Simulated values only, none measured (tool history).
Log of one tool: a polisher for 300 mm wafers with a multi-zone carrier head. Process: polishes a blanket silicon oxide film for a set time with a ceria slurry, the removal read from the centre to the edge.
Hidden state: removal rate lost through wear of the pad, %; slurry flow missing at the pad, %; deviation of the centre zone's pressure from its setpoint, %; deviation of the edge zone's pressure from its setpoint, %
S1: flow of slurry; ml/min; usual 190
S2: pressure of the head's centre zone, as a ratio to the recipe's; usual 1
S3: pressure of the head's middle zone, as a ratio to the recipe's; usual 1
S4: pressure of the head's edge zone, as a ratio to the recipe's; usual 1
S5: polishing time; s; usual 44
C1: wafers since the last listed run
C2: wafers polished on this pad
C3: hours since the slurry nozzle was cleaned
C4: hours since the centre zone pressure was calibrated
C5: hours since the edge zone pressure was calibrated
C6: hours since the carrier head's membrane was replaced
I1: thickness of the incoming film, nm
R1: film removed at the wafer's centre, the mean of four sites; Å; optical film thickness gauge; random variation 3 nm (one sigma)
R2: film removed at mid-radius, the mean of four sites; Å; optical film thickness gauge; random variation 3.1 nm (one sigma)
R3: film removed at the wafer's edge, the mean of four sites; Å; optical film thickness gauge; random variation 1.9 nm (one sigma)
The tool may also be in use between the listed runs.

{"run": 1, "hour": 0.0, "S1": 145, "S2": 1, "S3": 1, "S4": 1, "S5": 44, "C1": 0, "C2": 126, "C3": 399.5, "C4": 496.9, "C5": 803.7, "C6": 0.5, "I1": 1261, "R1": 2234, "R2": 2263, "R3": 2361}
{"hour": 7.2, "done": "slurry nozzle cleaned"}
{"run": 2, "hour": 13.9, "S1": 190, "S2": 1, "S3": 1, "S4": 1, "S5": 37, "C1": 98, "C2": 225, "C3": 6.7, "C4": 510.8, "C5": 817.6, "C6": 14.4, "I1": 1269.5, "R1": 1996, "R2": 2028, "R3": 2026}
{"hour": 24.6, "done": "edge zone pressure recalibrated"}
{"run": 3, "hour": 30.6, "S1": 190, "S2": 1, "S3": 1, "S4": 1, "S5": 44, "C1": 112, "C2": 337, "C3": 23.4, "C4": 527.5, "C5": 6, "C6": 31.1, "I1": 1256.8, "R1": 2425, "R2": 2415, "R3": 2481}
{"run": 4, "hour": 46.6, "S1": 225, "S2": 1, "S3": 1, "S4": 1, "S5": 34, "C1": 122, "C2": 460, "C3": 39.4, "C4": 543.5, "C5": 22, "C6": 47.1, "I1": 1255.2, "R1": 1937, "R2": 1893, "R3": 1901}
{"run": 5, "hour": 55.6, "S1": 160, "S2": 0.89, "S3": 1, "S4": 0.96, "S5": 44, "C1": 68, "C2": 529, "C3": 48.4, "C4": 552.5, "C5": 31, "C6": 56.1, "I1": 1248.7, "R1": 2112, "R2": 2328, "R3": 2326}
{"run": 6, "hour": 65.4, "S1": 170, "S2": 1, "S3": 1, "S4": 1, "S5": 30, "C1": 75, "C2": 604, "C3": 58.2, "C4": 562.3, "C5": 40.8, "C6": 65.9, "I1": 1246.1, "R1": 1629, "R2": 1604, "R3": 1638}
{"run": 7, "hour": 74.1, "S1": 190, "S2": 1, "S3": 0.92, "S4": 1, "S5": 44, "C1": 66, "C2": 670, "C3": 66.9, "C4": 571, "C5": 49.5, "C6": 74.6, "I1": 1288.4, "R1": 2436, "R2": 2222, "R3": 2429}
{"run": 8, "hour": 87.5, "S1": 140, "S2": 1, "S3": 1.07, "S4": 1, "S5": 44, "C1": 102, "C2": 773, "C3": 80.3, "C4": 584.4, "C5": 62.9, "C6": 88, "I1": 1263.7, "R1": 2326, "R2": 2554, "R3": 2376}
{"run": 9, "hour": 94.7, "S1": 190, "S2": 1, "S3": 1, "S4": 1.05, "S5": 38, "C1": 55, "C2": 828, "C3": 87.5, "C4": 591.6, "C5": 70.1, "C6": 95.2, "I1": 1264.6, "R1": 2089, "R2": 2132, "R3": 2142}
{"hour": 108.0, "done": "worn pad replaced by a new one"}
{"run": 10, "hour": 134.9, "S1": 140, "S2": 0.88, "S3": 0.91, "S4": 1, "S5": 44, "C1": 277, "C2": 205, "C3": 127.7, "C4": 631.8, "C5": 110.3, "C6": 135.4, "I1": 1247.2, "R1": 2053, "R2": 2158, "R3": 2381}
{"hour": 147.7, "done": "centre zone pressure recalibrated"}
{"run": 11, "hour": 148.2, "S1": 130, "S2": 1, "S3": 1, "S4": 1.04, "S5": 44, "C1": 86, "C2": 292, "C3": 141, "C4": 0.5, "C5": 123.6, "C6": 148.7, "I1": 1250.4, "R1": 2309, "R2": 2388, "R3": 2376}
{"run": 12, "hour": 159.6, "S1": 255, "S2": 1.04, "S3": 1, "S4": 0.96, "S5": 44, "C1": 87, "C2": 379, "C3": 152.4, "C4": 11.9, "C5": 135, "C6": 160.1, "I1": 1261.7, "R1": 2674, "R2": 2435, "R3": 2432}
{"run": 13, "hour": 168.0, "S1": 190, "S2": 1, "S3": 1, "S4": 1, "S5": 44, "C1": 64, "C2": 444, "C3": 160.8, "C4": 20.3, "C5": 143.4, "C6": 168.5, "I1": 1254.7, "R1": 2428, "R2": 2420, "R3": 2407}
{"run": 14, "hour": 178.8, "S1": 240, "S2": 1, "S3": 1.03, "S4": 1, "S5": 44, "C1": 82, "C2": 526, "C3": 171.6, "C4": 31.1, "C5": 154.2, "C6": 179.3, "I1": 1238.7, "R1": 2467, "R2": 2538, "R3": 2484}
{"run": 15, "hour": 190.8, "S1": 190, "S2": 1, "S3": 1, "S4": 1, "S5": 44, "C1": 91, "C2": 618, "C3": 183.6, "C4": 43.1, "C5": 166.2, "C6": 191.3, "I1": 1257.9, "R1": 2469, "R2": 2395, "R3": 2397}
{"run": 16, "hour": 203.3, "S1": 165, "S2": 1.1, "S3": 1, "S4": 1.07, "S5": 44, "C1": 95, "C2": 714, "C3": 196.1, "C4": 55.6, "C5": 178.7, "C6": 203.8, "I1": 1247, "R1": 2639, "R2": 2416, "R3": 2480}
{"run": 17, "hour": 212.1, "S1": 190, "S2": 1, "S3": 1, "S4": 1, "S5": 38, "C1": 67, "C2": 781, "C3": 204.9, "C4": 64.4, "C5": 187.5, "C6": 212.6, "I1": 1241.8, "R1": 2095, "R2": 2076, "R3": 2071}
{"hour": 219.9, "done": "worn pad replaced by a new one"}
{"run": 18, "hour": 228.0, "S1": 135, "S2": 0.9, "S3": 1, "S4": 0.94, "S5": 49, "C1": 91, "C2": 61, "C3": 220.8, "C4": 80.3, "C5": 203.4, "C6": 228.5, "I1": 1261.4, "R1": 2306, "R2": 2619, "R3": 2539}
{"run": 19, "hour": 239.9, "S1": 190, "S2": 1, "S3": 1, "S4": 1, "S5": 44, "C1": 91, "C2": 152, "C3": 232.7, "C4": 92.2, "C5": 215.3, "C6": 240.4, "I1": 1257.8, "R1": 2395, "R2": 2373, "R3": 2402}
{"run": 20, "hour": 255.3, "S1": 190, "S2": 0.94, "S3": 1, "S4": 1.04, "S5": 44, "C1": 117, "C2": 270, "C3": 248.1, "C4": 107.6, "C5": 230.7, "C6": 255.8, "I1": 1253.3, "R1": 2259, "R2": 2401, "R3": 2429}
{"run": 21, "hour": 267.9, "S1": 190, "S2": 1, "S3": 1, "S4": 1.03, "S5": 44, "C1": 96, "C2": 367, "C3": 260.7, "C4": 120.2, "C5": 243.3, "C6": 268.4, "I1": 1281, "R1": 2410, "R2": 2405, "R3": 2449}
{"run": 22, "hour": 280.3, "S1": 190, "S2": 1, "S3": 1, "S4": 1, "S5": 44, "C1": 94, "C2": 462, "C3": 273.1, "C4": 132.6, "C5": 255.7, "C6": 280.8, "I1": 1265.3, "R1": 2444, "R2": 2377, "R3": 2405}
{"run": 23, "hour": 293.6, "S1": 190, "S2": 1, "S3": 1, "S4": 1, "S5": 44, "C1": 101, "C2": 564, "C3": 286.4, "C4": 145.9, "C5": 269, "C6": 294.1, "I1": 1251.1, "R1": 2463, "R2": 2385, "R3": 2395}

Measured less the same run without the tool's hidden state. The same run-to-run variation is in both; the gauge's scatter may not be:
run=1 R1=-108 R2=-96 R3=-71
run=2 R1=-6 R2=-5 R3=-4
run=3 R1=-7 R2=-6 R3=-5
run=4 R1=-5 R2=-5 R3=-4
run=5 R1=-8 R2=-8 R3=-6
run=6 R1=-6 R2=-5 R3=-4
run=7 R1=-9 R2=-7 R3=-5
run=8 R1=-11 R2=-11 R3=-7
run=9 R1=-9 R2=-8 R3=-6
run=10 R1=-15 R2=-14 R3=-11
run=11 R1=-20 R2=-18 R3=-14
run=12 R1=-17 R2=-14 R3=-10
run=13 R1=-20 R2=-18 R3=-13
run=14 R1=-19 R2=-17 R3=-13
run=15 R1=-25 R2=-22 R3=-15
run=16 R1=-32 R2=-26 R3=-20
run=17 R1=-25 R2=-22 R3=-16
run=18 R1=-38 R2=-38 R3=-27
run=19 R1=-35 R2=-30 R3=-23
run=20 R1=-37 R2=-35 R3=-26
run=21 R1=-43 R2=-39 R3=-28
run=22 R1=-47 R2=-42 R3=-30
run=23 R1=-53 R2=-45 R3=-33

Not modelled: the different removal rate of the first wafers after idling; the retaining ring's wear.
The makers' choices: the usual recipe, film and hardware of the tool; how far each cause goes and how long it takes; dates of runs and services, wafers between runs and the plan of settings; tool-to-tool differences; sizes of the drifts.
